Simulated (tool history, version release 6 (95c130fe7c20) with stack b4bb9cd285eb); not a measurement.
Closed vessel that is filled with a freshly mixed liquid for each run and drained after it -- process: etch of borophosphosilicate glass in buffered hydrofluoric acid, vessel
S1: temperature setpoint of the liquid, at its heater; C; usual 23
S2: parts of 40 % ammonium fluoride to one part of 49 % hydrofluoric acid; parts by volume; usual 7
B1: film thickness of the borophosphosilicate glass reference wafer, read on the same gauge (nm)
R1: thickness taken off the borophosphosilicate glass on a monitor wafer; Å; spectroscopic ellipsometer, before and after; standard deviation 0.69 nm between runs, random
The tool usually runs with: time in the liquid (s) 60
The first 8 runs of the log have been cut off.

run 9 hour=186 | S1=23 S2=6.5 time_in_the_liquid_(s)=60 | B1=119.97 | R1=1539
run 10 hour=206.3 | S1=23 S2=6.5 time_in_the_liquid_(s)=60 | B1=120.02 | R1=1532.4
run 11 hour=228.5 | S1=23 S2=6.5 time_in_the_liquid_(s)=60 | B1=120 | R1=1532.2
run 12 hour=242.4 | S1=23 S2=7 time_in_the_liquid_(s)=50 | B1=120.01 | R1=1186.6
run 13 hour=341.2 | S1=23 S2=7 time_in_the_liquid_(s)=50 | B1=120.02 | R1=1171.2
run 14 hour=360.7 | S1=23 S2=7 time_in_the_liquid_(s)=60 | B1=120.01 | R1=1410.2
run 15 hour=378.7 | S1=23 S2=7 time_in_the_liquid_(s)=60 | B1=120 | R1=1414.2
run 16 hour=412.3 | S1=23 S2=5 time_in_the_liquid_(s)=60 | B1=119.97 | R1=1912.2
run 17 hour=434.2 | S1=24.5 S2=7 time_in_the_liquid_(s)=30 | B1=120.01 | R1=761
run 18 hour=465 | S1=23 S2=7 time_in_the_liquid_(s)=60 | B1=120 | R1=1401.1
run 19 hour=497.6 | S1=23 S2=7 time_in_the_liquid_(s)=60 | B1=120.03 | R1=1391.6
run 20 hour=529 | S1=21.5 S2=9 time_in_the_liquid_(s)=75 | B1=120.01 | R1=1243
-- hour=572.7 gauge calibrated
-- hour=602.1 thermometer replaced
-- hour=610.4 hydrofluoric acid flow meter replaced
run 21 hour=615.4 | S1=26.5 S2=9.5 time_in_the_liquid_(s)=40 | B1=120 | R1=865.2
run 22 hour=640.2 | S1=23 S2=7 time_in_the_liquid_(s)=60 | B1=119.99 | R1=1461.1
run 23 hour=654.2 | S1=23 S2=7 time_in_the_liquid_(s)=40 | B1=119.99 | R1=983.5
run 24 hour=686.9 | S1=19.5 S2=7 time_in_the_liquid_(s)=40 | B1=120.01 | R1=801.7
run 25 hour=710.1 | S1=26.5 S2=7 time_in_the_liquid_(s)=80 | B1=120 | R1=2336.9
run 26 hour=736.4 | S1=23 S2=6 time_in_the_liquid_(s)=60 | B1=119.98 | R1=1666.3
run 27 hour=767.5 | S1=23 S2=7 time_in_the_liquid_(s)=60 | B1=120.01 | R1=1452.8
run 28 hour=798.4 | S1=20 S2=9 time_in_the_liquid_(s)=75 | B1=120.01 | R1=1166
run 29 hour=816.6 | S1=20.5 S2=8.5 time_in_the_liquid_(s)=35 | B1=120.01 | R1=592.5
run 30 hour=846.6 | S1=23 S2=5 time_in_the_liquid_(s)=85 | B1=120.03 | R1=2764.9
run 31 hour=858.6 | S1=23 S2=7 time_in_the_liquid_(s)=60 | B1=119.97 | R1=1444.6

Each row is a separate what-if for the run after 31, all from the same tool condition, not one after another. Results?
run A hour=859.3 | S1=19.5 S2=7 time_in_the_liquid_(s)=60 | B1=? | R1=?
run B hour=859.3 | S1=18 S2=8.5 time_in_the_liquid_(s)=60 | B1=? | R1=?
run C hour=859.3 | S1=23 S2=5 time_in_the_liquid_(s)=40 | B1=? | R1=?
run D hour=859.3 | S1=28 S2=9 time_in_the_liquid_(s)=45 | B1=? | R1=?

run=A B1=119.99 R1=1196.7
run=B B1=119.99 R1=889.7
run=C B1=119.99 R1=1303.4
run=D B1=119.99 R1=1086.4
Take away the tool's hidden state, keep each run's random variation, and the runs would have read:
run=A R1=1220.1
run=B R1=907.2
run=C R1=1323.8
run=D R1=1098.7

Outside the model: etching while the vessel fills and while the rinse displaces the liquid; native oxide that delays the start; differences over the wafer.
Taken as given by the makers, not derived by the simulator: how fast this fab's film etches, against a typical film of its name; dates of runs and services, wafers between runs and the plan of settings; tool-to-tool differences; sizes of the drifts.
